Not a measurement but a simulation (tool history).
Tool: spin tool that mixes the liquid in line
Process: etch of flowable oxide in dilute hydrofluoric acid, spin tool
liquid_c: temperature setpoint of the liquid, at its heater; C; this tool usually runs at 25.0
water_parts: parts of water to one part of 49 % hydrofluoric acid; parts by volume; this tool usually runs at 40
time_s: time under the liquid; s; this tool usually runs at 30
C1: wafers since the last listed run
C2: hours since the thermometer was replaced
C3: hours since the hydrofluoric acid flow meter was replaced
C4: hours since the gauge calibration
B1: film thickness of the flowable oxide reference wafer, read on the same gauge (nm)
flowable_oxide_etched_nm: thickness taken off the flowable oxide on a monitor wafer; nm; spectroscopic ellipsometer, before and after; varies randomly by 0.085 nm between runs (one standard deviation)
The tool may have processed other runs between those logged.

{"run": 1, "day": 0.0, "liquid_c": 25.0, "water_parts": 40, "time_s": 40, "C1": 0, "C2": 1365.2, "C3": 1817.3, "C4": 407.6, "B1": 89.99, "flowable_oxide_etched_nm": 23.62}
{"run": 2, "day": 1.146, "liquid_c": 25.0, "water_parts": 40, "time_s": 30, "C1": 389, "C2": 1392.7, "C3": 1844.8, "C4": 435.1, "B1": 90.0, "flowable_oxide_etched_nm": 17.63}
{"run": 3, "day": 1.917, "liquid_c": 27.0, "water_parts": 40, "time_s": 15, "C1": 262, "C2": 1411.2, "C3": 1863.3, "C4": 453.6, "B1": 89.99, "flowable_oxide_etched_nm": 9.57}
{"run": 4, "day": 4.9, "liquid_c": 27.0, "water_parts": 40, "time_s": 15, "C1": 1015, "C2": 1482.8, "C3": 1934.9, "C4": 525.2, "B1": 89.99, "flowable_oxide_etched_nm": 9.54}
{"run": 5, "day": 6.254, "liquid_c": 25.0, "water_parts": 40, "time_s": 30, "C1": 460, "C2": 1515.3, "C3": 1967.4, "C4": 557.7, "B1": 90.0, "flowable_oxide_etched_nm": 17.68}
{"run": 6, "day": 6.933, "liquid_c": 25.0, "water_parts": 40, "time_s": 30, "C1": 231, "C2": 1531.6, "C3": 1983.7, "C4": 574.0, "B1": 90.01, "flowable_oxide_etched_nm": 17.69}
{"run": 7, "day": 7.992, "liquid_c": 25.0, "water_parts": 40, "time_s": 30, "C1": 360, "C2": 1557.0, "C3": 2009.1, "C4": 599.4, "B1": 90.01, "flowable_oxide_etched_nm": 17.44}
{"day": 8.2, "done": "gauge calibrated"}
{"run": 8, "day": 8.588, "liquid_c": 25.0, "water_parts": 40, "time_s": 30, "C1": 202, "C2": 1571.3, "C3": 2023.4, "C4": 9.3, "B1": 90.0, "flowable_oxide_etched_nm": 17.67}
{"run": 9, "day": 9.75, "liquid_c": 25.0, "water_parts": 55, "time_s": 30, "C1": 395, "C2": 1599.2, "C3": 2051.3, "C4": 37.2, "B1": 89.99, "flowable_oxide_etched_nm": 12.59}
{"run": 10, "day": 10.371, "liquid_c": 25.0, "water_parts": 55, "time_s": 30, "C1": 211, "C2": 1614.1, "C3": 2066.2, "C4": 52.1, "B1": 90.01, "flowable_oxide_etched_nm": 12.53}
{"run": 11, "day": 12.117, "liquid_c": 25.0, "water_parts": 55, "time_s": 30, "C1": 594, "C2": 1656.0, "C3": 2108.1, "C4": 94.0, "B1": 89.99, "flowable_oxide_etched_nm": 12.6}
{"day": 12.325, "done": "hydrofluoric acid flow meter replaced"}
{"run": 12, "day": 13.371, "liquid_c": 25.0, "water_parts": 50, "time_s": 30, "C1": 412, "C2": 1686.1, "C3": 25.1, "C4": 124.1, "B1": 89.99, "flowable_oxide_etched_nm": 13.86}
{"run": 13, "day": 14.175, "liquid_c": 27.5, "water_parts": 55, "time_s": 30, "C1": 273, "C2": 1705.4, "C3": 44.4, "C4": 143.4, "B1": 89.98, "flowable_oxide_etched_nm": 13.79}
{"run": 14, "day": 15.342, "liquid_c": 22.5, "water_parts": 55, "time_s": 40, "C1": 397, "C2": 1733.4, "C3": 72.4, "C4": 171.4, "B1": 90.03, "flowable_oxide_etched_nm": 15.2}
{"run": 15, "day": 15.883, "liquid_c": 25.0, "water_parts": 40, "time_s": 15, "C1": 184, "C2": 1746.4, "C3": 85.4, "C4": 184.4, "B1": 90.02, "flowable_oxide_etched_nm": 8.84}
{"run": 16, "day": 17.171, "liquid_c": 25.0, "water_parts": 40, "time_s": 30, "C1": 438, "C2": 1777.3, "C3": 116.3, "C4": 215.3, "B1": 90.02, "flowable_oxide_etched_nm": 17.65}
{"run": 17, "day": 18.246, "liquid_c": 25.0, "water_parts": 40, "time_s": 30, "C1": 365, "C2": 1803.1, "C3": 142.1, "C4": 241.1, "B1": 89.99, "flowable_oxide_etched_nm": 17.72}
{"run": 18, "day": 19.571, "liquid_c": 25.0, "water_parts": 45, "time_s": 30, "C1": 450, "C2": 1834.9, "C3": 173.9, "C4": 272.9, "B1": 90.03, "flowable_oxide_etched_nm": 15.74}
{"run": 19, "day": 20.3, "liquid_c": 25.0, "water_parts": 40, "time_s": 30, "C1": 248, "C2": 1852.4, "C3": 191.4, "C4": 290.4, "B1": 90.02, "flowable_oxide_etched_nm": 17.82}
{"run": 20, "day": 20.896, "liquid_c": 25.0, "water_parts": 40, "time_s": 30, "C1": 202, "C2": 1866.7, "C3": 205.7, "C4": 304.7, "B1": 90.0, "flowable_oxide_etched_nm": 17.63}
{"run": 21, "day": 22.083, "liquid_c": 23.0, "water_parts": 30, "time_s": 30, "C1": 404, "C2": 1895.2, "C3": 234.2, "C4": 333.2, "B1": 89.99, "flowable_oxide_etched_nm": 21.9}
{"run": 22, "day": 23.267, "liquid_c": 21.5, "water_parts": 20, "time_s": 50, "C1": 402, "C2": 1923.6, "C3": 262.6, "C4": 361.6, "B1": 89.99, "flowable_oxide_etched_nm": 52.06}
{"run": 23, "day": 24.092, "liquid_c": 25.0, "water_parts": 35, "time_s": 30, "C1": 280, "C2": 1943.4, "C3": 282.4, "C4": 381.4, "B1": 89.99, "flowable_oxide_etched_nm": 20.46}
{"run": 24, "day": 25.158, "liquid_c": 27.0, "water_parts": 45, "time_s": 35, "C1": 363, "C2": 1969.0, "C3": 308.0, "C4": 407.0, "B1": 89.99, "flowable_oxide_etched_nm": 19.6}
{"day": 25.25, "done": "thermometer replaced"}
{"run": 25, "day": 25.821, "liquid_c": 25.0, "water_parts": 40, "time_s": 30, "C1": 211, "C2": 13.7, "C3": 323.9, "C4": 422.9, "B1": 89.98, "flowable_oxide_etched_nm": 17.65}
{"run": 26, "day": 26.579, "liquid_c": 25.0, "water_parts": 40, "time_s": 30, "C1": 258, "C2": 31.9, "C3": 342.1, "C4": 441.1, "B1": 90.02, "flowable_oxide_etched_nm": 17.7}
{"run": 27, "day": 27.108, "liquid_c": 28.0, "water_parts": 40, "time_s": 45, "C1": 180, "C2": 44.6, "C3": 354.8, "C4": 453.8, "B1": 89.99, "flowable_oxide_etched_nm": 30.03}
{"run": 28, "day": 28.408, "liquid_c": 25.0, "water_parts": 40, "time_s": 30, "C1": 442, "C2": 75.8, "C3": 386.0, "C4": 485.0, "B1": 89.99, "flowable_oxide_etched_nm": 17.64}
{"run": 29, "day": 29.154, "liquid_c": 25.0, "water_parts": 30, "time_s": 15, "C1": 253, "C2": 93.7, "C3": 403.9, "C4": 502.9, "B1": 90.0, "flowable_oxide_etched_nm": 11.93}
{"run": 30, "day": 32.3, "liquid_c": 25.0, "water_parts": 40, "time_s": 30, "C1": 1070, "C2": 169.2, "C3": 479.4, "C4": 578.4, "B1": 89.99, "flowable_oxide_etched_nm": 17.65}
{"day": 32.9, "done": "gauge calibrated"}
{"run": 31, "day": 33.404, "liquid_c": 27.5, "water_parts": 25, "time_s": 30, "C1": 375, "C2": 195.7, "C3": 505.9, "C4": 12.1, "B1": 90.01, "flowable_oxide_etched_nm": 32.36}
{"run": 32, "day": 34.188, "liquid_c": 28.0, "water_parts": 40, "time_s": 15, "C1": 266, "C2": 214.5, "C3": 524.7, "C4": 30.9, "B1": 89.97, "flowable_oxide_etched_nm": 10.07}
{"run": 33, "day": 35.012, "liquid_c": 25.0, "water_parts": 25, "time_s": 30, "C1": 280, "C2": 234.3, "C3": 544.5, "C4": 50.7, "B1": 90.01, "flowable_oxide_etched_nm": 28.69}
{"run": 34, "day": 35.667, "liquid_c": 23.0, "water_parts": 50, "time_s": 45, "C1": 222, "C2": 250.0, "C3": 560.2, "C4": 66.4, "B1": 90.0, "flowable_oxide_etched_nm": 19.22}

Consider 4 possible next runs. They are alternatives, not a sequence: every one starts from the tool as it was left by run 34. What does each give?
{"run": "A", "day": 35.683, "liquid_c": 25.0, "water_parts": 20, "time_s": 30, "C1": 5, "C2": 250.4, "C3": 560.6, "C4": 66.8, "B1": "?", "flowable_oxide_etched_nm": "?"}
{"run": "B", "day": 35.683, "liquid_c": 29.5, "water_parts": 40, "time_s": 45, "C1": 5, "C2": 250.4, "C3": 560.6, "C4": 66.8, "B1": "?", "flowable_oxide_etched_nm": "?"}
{"run": "C", "day": 35.683, "liquid_c": 27.5, "water_parts": 30, "time_s": 20, "C1": 5, "C2": 250.4, "C3": 560.6, "C4": 66.8, "B1": "?", "flowable_oxide_etched_nm": "?"}
{"run": "D", "day": 35.683, "liquid_c": 26.5, "water_parts": 40, "time_s": 30, "C1": 5, "C2": 250.4, "C3": 560.6, "C4": 66.8, "B1": "?", "flowable_oxide_etched_nm": "?"}

run=A B1=89.98 flowable_oxide_etched_nm=36.33
run=B B1=89.98 flowable_oxide_etched_nm=31.80
run=C B1=89.98 flowable_oxide_etched_nm=17.65
run=D B1=89.98 flowable_oxide_etched_nm=18.79
With the hidden condition removed and each run's random variation left untouched, the same runs would have given:
run=A flowable_oxide_etched_nm=36.33
run=B flowable_oxide_etched_nm=31.80
run=C flowable_oxide_etched_nm=17.65
run=D flowable_oxide_etched_nm=18.79

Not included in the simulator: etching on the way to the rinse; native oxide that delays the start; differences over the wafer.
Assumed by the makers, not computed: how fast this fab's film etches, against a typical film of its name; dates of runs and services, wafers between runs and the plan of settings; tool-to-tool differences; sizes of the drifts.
